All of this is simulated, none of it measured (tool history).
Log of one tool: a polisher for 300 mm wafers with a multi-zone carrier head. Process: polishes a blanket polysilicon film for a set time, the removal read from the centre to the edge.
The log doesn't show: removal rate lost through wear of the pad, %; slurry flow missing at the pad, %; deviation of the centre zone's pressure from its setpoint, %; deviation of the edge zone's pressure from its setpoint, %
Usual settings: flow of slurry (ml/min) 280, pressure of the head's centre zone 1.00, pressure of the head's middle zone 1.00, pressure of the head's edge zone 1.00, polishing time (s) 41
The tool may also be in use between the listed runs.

run	hour	flow of slurry (ml/min)	pressure of the head's centre zone	pressure of the head's middle zone	pressure of the head's edge zone	polishing time (s)	wafers since the last listed run	wafers polished on this pad	hours since the slurry nozzle was cleaned	hours since the centre zone pressure was calibrated	hours since the edge zone pressure was calibrated	hours since the carrier head's membrane was replaced	incoming thickness of the incoming film, nm	film removed at the wafer's centre (nm)	film removed at mid-radius (nm)	film removed at the wafer's edge (nm)
1	0.0	280	1.00	1.00	1.00	41	0	3427	306.0	208.1	900.0	1205.8	2116.5	420.9	422.0	429.8
# hour 22.0: worn pad replaced by a new one
2	27.5	280	1.00	1.00	0.94	41	330	77	333.5	235.6	927.5	1233.3	2117.7	436.7	436.5	421.6
# hour 36.1: carrier head's membrane replaced by a new one
# hour 42.6: slurry nozzle cleaned
3	51.6	280	0.94	0.93	0.92	48	254	332	9.0	259.7	951.6	15.5	2101.9	502.5	507.6	519.6
4	64.0	280	1.00	1.00	1.00	41	174	506	21.4	272.1	964.0	27.9	2104.1	458.1	466.4	457.4
# hour 93.5: edge zone pressure recalibrated
5	95.4	235	0.88	1.11	1.00	37	413	920	52.8	303.5	1.9	59.3	2121.2	347.9	441.0	400.2
6	111.7	245	1.00	1.05	1.00	29	229	1149	69.1	319.8	18.2	75.6	2076.1	311.6	317.8	310.1
7	189.9	280	1.00	1.00	0.95	41	1099	2249	147.3	398.0	96.4	153.8	2155.1	437.3	436.7	435.1
8	220.8	360	1.04	1.00	0.96	52	434	2683	178.2	428.9	127.3	184.7	2133.8	594.4	572.5	560.5
9	236.4	280	1.00	1.00	0.95	41	219	2903	193.8	444.5	142.9	200.3	2094.5	429.8	427.1	427.6
# hour 249.6: worn pad replaced by a new one
10	288.1	280	1.00	0.96	1.00	41	670	541	245.5	496.2	194.6	252.0	2119.9	444.5	423.0	444.1
# hour 302.5: centre zone pressure recalibrated
11	308.6	280	0.95	1.00	0.92	51	260	801	266.0	6.1	215.1	272.5	2133.7	513.2	549.3	540.4
12	322.2	280	0.90	0.94	1.08	55	191	992	279.6	19.7	228.7	286.1	2152.0	528.0	557.5	610.6
13	347.8	280	1.00	1.00	1.00	41	360	1352	305.2	45.3	254.3	311.7	2154.2	439.7	438.6	438.7

Run 14 comes next. What will it give?
14	366.0	310	1.08	0.92	1.06	41	255	1608	323.4	63.5	272.5	329.9	2132.0	?	?	?

{"run 14": {"film removed at the wafer's centre (nm)": 476.3, "film removed at mid-radius (nm)": 413.7, "film removed at the wafer's edge (nm)": 456.7}}
Without the tool's hidden state the same run would have given film removed at the wafer's centre (nm) 508.2, film removed at mid-radius (nm) 439.4, film removed at the wafer's edge (nm) 479.9.
